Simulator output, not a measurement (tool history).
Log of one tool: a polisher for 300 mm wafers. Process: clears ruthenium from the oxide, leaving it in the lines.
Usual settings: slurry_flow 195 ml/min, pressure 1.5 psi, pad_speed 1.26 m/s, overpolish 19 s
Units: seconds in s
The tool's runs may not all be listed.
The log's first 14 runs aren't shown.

run,hour,slurry_flow,pressure,pad_speed,overpolish,wafers since the last listed run,wafers polished on this pad,hours since the slurry nozzle was cleaned,hours since the head pressure was calibrated,"incoming thickness of the incoming film, nm",seconds
15,376.1,195,1.5,1.26,19,300,1615,714.6,588.9,114.9,149.8
# hour 392.5: worn pad replaced by a new one
16,409.5,195,1.5,1.26,19,289,166,748.0,622.3,117.0,153.3
17,429.5,230,1.5,1.66,25,196,363,768.0,642.3,115.4,107.5
# hour 442.4: slurry nozzle cleaned
18,454.5,195,1.8,1.26,19,236,599,12.1,667.3,114.6,127.2
19,478.9,220,1.1,1.26,19,240,839,36.5,691.7,114.7,196.3
20,513.7,195,1.5,1.26,19,342,1182,71.3,726.5,116.8,153.5
21,547.5,195,1.5,1.26,19,332,1514,105.1,760.3,116.2,155.6
22,561.3,195,1.8,0.86,19,135,1650,118.9,774.1,115.1,186.9
# hour 575.1: worn pad replaced by a new one
23,587.9,165,1.1,1.26,27,222,125,145.5,800.7,116.0,206.3
# hour 601.5: head pressure recalibrated
24,609.0,215,1.5,1.26,19,187,313,166.6,7.5,113.8,132.6
25,641.6,145,1.5,1.26,14,320,634,199.2,40.1,116.6,145.5
26,663.4,145,1.5,1.26,14,214,849,221.0,61.9,113.8,149.1
27,692.4,195,1.0,1.26,19,285,1134,250.0,90.9,114.9,200.6
28,728.2,145,1.5,1.26,14,352,1486,285.8,126.7,112.9,147.8
# hour 750.1: worn pad replaced by a new one
29,755.3,165,1.5,1.44,12,227,51,312.9,153.8,117.0,131.3
30,771.8,160,1.9,1.40,12,162,213,329.4,170.3,116.0,105.9
31,786.2,260,1.5,1.38,29,141,355,343.8,184.7,117.2,125.7
32,818.3,195,1.5,1.26,19,315,671,375.9,216.8,116.7,150.2

Forecast each of these 3 alternatives for the next run:
A,818.8,195,1.5,1.26,29,4,676,376.4,217.3,115.3,?
B,818.8,195,1.5,1.64,19,4,676,376.4,217.3,115.3,?
C,818.8,245,1.3,1.26,30,4,676,376.4,217.3,115.3,?

run,seconds
A,147.8
B,113.5
C,163.1
Without the tool's hidden state the same runs would have given:
run,seconds
A,139.3
B,107.0
C,153.8
